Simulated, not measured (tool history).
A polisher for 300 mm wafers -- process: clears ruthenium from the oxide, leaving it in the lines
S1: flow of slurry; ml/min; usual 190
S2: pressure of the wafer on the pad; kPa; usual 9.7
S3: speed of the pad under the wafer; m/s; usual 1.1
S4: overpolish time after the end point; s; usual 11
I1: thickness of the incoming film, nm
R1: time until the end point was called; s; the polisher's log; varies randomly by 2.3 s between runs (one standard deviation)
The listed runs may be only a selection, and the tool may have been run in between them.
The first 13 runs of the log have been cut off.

run,hour,S1,S2,S3,S4,I1,R1
14,599.7,190,12.4,1.1,11,110.8,115.7
15,649.2,190,12.4,1.1,11,110.9,115.2
# hour 655.5: worn pad replaced by a new one
16,682,190,9.7,1.1,8,110.8,137.1
17,857.4,165,9.7,1.1,18,109.9,137.9
18,888.8,190,9.7,1.1,9,112.5,139.2
19,919,150,7.6,1.42,6,108.3,126.2
20,977.7,235,9.7,1.1,7,110.2,134.9
21,1016,240,12.4,1.28,13,110.6,102
22,1040.6,190,9.7,1.2,11,108.4,127.1
23,1070.5,190,11,1.46,9,108.7,96.4
# hour 1093.6: worn pad replaced by a new one
24,1129.6,245,9.7,1.34,11,110.2,109.2
# hour 1165.5: slurry nozzle cleaned
25,1192.1,190,9.7,1.1,11,110.6,135.8
26,1220.2,215,9.7,1.1,11,107.8,133.1
27,1251.9,245,6.9,1.1,16,109.9,162.9
28,1283,245,6.2,1.22,14,110.2,150.1
# hour 1306.9: head pressure recalibrated
29,1327.6,190,9.7,1.1,11,111.4,130.8
30,1384.1,210,11.7,0.78,15,110.9,163.3
31,1427.2,190,11,1.1,11,109.5,117.7
32,1471.5,230,13.1,0.76,4,110.8,154.8
# hour 1476.7: worn pad replaced by a new one
33,1502.7,190,9.7,1.32,5,110.4,113.1
34,1557.9,190,9.7,1.1,11,108.2,134.1
35,1604.1,190,9.7,1.1,11,108.1,136.4
36,1631.3,145,9.7,0.82,6,110.6,186.6
37,1693.5,245,6.9,1.1,16,109,152.2
38,1754.7,235,7.6,1.1,11,111,153

What if the next run were any one of these 3? Each begins from the tool's condition after run 38:
A,1755.2,190,9.7,1.1,11,107.5,?
B,1755.2,170,12.4,0.78,9,107.5,?
C,1755.2,190,9.7,0.74,11,107.5,?

run,R1
A,138.1
B,168.5
C,205
What these runs would have given with no unlogged condition in the tool:
run,R1
A,130.7
B,159.4
C,193.9
